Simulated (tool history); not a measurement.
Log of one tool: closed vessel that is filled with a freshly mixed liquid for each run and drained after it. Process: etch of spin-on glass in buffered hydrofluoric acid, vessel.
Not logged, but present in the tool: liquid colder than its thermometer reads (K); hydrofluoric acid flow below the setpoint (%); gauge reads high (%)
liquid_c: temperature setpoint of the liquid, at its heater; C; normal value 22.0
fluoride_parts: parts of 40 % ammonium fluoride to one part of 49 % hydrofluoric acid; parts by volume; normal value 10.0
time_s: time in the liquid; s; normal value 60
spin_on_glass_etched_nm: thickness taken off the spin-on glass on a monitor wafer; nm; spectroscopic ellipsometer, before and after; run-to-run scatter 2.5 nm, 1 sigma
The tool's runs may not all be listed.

run	day	liquid_c	fluoride_parts	time_s	wafers since the last listed run	hours since the thermometer was replaced	hours since the hydrofluoric acid flow meter was replaced	hours since the gauge calibration	read-back film thickness of the spin-on glass reference wafer, read on the same gauge (nm)	spin_on_glass_etched_nm
1	0.000	23.5	10.0	60	0	1396.7	1628.3	1787.8	50.05	265.48
2	1.929	22.0	8.0	60	5106	1443.0	1674.6	1834.1	49.99	291.77
3	4.538	22.0	8.0	60	6904	1505.6	1737.2	1896.7	49.99	288.08
4	6.092	22.0	7.5	60	4114	1542.9	1774.5	1934.0	49.97	307.20
5	8.117	22.0	7.5	60	5360	1591.5	1823.1	1982.6	49.99	306.23
# day 10.433: hydrofluoric acid flow meter replaced
6	10.733	22.0	10.0	60	6816	1654.3	7.2	2045.4	50.01	245.83
7	13.579	22.0	10.0	60	7533	1722.6	75.5	2113.7	50.01	245.74
8	15.204	22.0	10.0	60	4301	1761.6	114.5	2152.7	49.98	245.77
9	17.050	22.0	10.0	60	4886	1805.9	158.8	2197.0	49.99	247.82
10	19.171	22.0	10.0	60	5614	1856.8	209.7	2247.9	50.05	243.76
11	21.446	22.0	10.0	60	6022	1911.4	264.3	2302.5	50.01	249.11
12	24.362	22.0	10.0	60	7720	1981.4	334.3	2372.5	49.99	246.20
13	27.504	26.0	10.0	60	8316	2056.8	409.7	2447.9	49.98	304.30
14	30.942	24.5	6.0	35	9099	2139.3	492.2	2530.4	50.00	256.72
15	32.488	22.0	10.0	60	4092	2176.4	529.3	2567.5	49.98	240.20
16	36.154	22.0	10.0	60	9706	2264.4	617.3	2655.5	49.98	243.15
17	39.438	20.0	7.5	70	8691	2343.2	696.1	2734.3	50.01	326.34
18	41.308	22.0	10.0	80	4952	2388.1	741.0	2779.2	49.96	319.89
# day 41.358: gauge calibrated
19	43.308	26.5	9.0	80	5294	2436.1	789.0	46.8	50.03	443.00
20	46.433	18.5	7.5	45	8272	2511.1	864.0	121.8	50.00	188.99
21	48.558	24.5	10.0	35	5625	2562.1	915.0	172.8	49.98	159.82
22	50.762	24.5	7.5	90	5834	2615.0	967.9	225.7	50.00	518.55
23	52.512	26.5	9.0	80	4632	2657.0	1009.9	267.7	50.01	431.82
# day 52.854: thermometer replaced
24	55.721	19.5	10.0	75	8382	68.8	1086.9	344.7	50.03	271.58
25	59.888	25.5	13.5	85	11029	168.8	1186.9	444.7	49.99	326.39
26	63.529	27.0	10.0	60	9640	256.2	1274.3	532.1	50.05	335.25
27	67.967	22.0	10.0	35	11746	362.7	1380.8	638.6	49.97	146.57
28	69.979	22.0	10.0	60	5327	411.0	1429.1	686.9	49.99	248.43
29	74.054	22.0	6.5	70	10787	508.8	1526.9	784.7	49.98	437.16
30	75.733	22.0	7.0	45	4445	549.1	1567.2	825.0	50.01	257.41
31	77.429	22.0	10.0	60	4489	589.8	1607.9	865.7	49.98	248.97
32	80.704	18.5	13.5	60	8669	668.4	1686.5	944.3	50.03	151.68

How would selected steps in spin_on_glass_etched_nm from run to run divide? Give the signed amount a tool lacking its hidden state would still show from settings, what came in and random variation, and the signed amount left for the hidden state, including any gauge scatter that is not in both of the compared results.
Run 19 -> 20: liquid_c 26.5 -> 18.5, fluoride_parts 9.0 -> 7.5, time_s 80 -> 45. spin_on_glass_etched_nm -254.01 nm: hidden state +19.59, all else -273.60.
Run 21 -> 22: fluoride_parts 10.0 -> 7.5, time_s 35 -> 90. spin_on_glass_etched_nm +358.73 nm: hidden state -40.64, all else +399.37.
Run 23 -> 24: liquid_c 26.5 -> 19.5, fluoride_parts 9.0 -> 10.0, time_s 80 -> 75, thermometer replaced. spin_on_glass_etched_nm -160.24 nm: hidden state +33.88, all else -194.12.
Run 28 -> 29: fluoride_parts 10.0 -> 6.5, time_s 60 -> 70. spin_on_glass_etched_nm +188.73 nm: hidden state -10.43, all else +199.16.
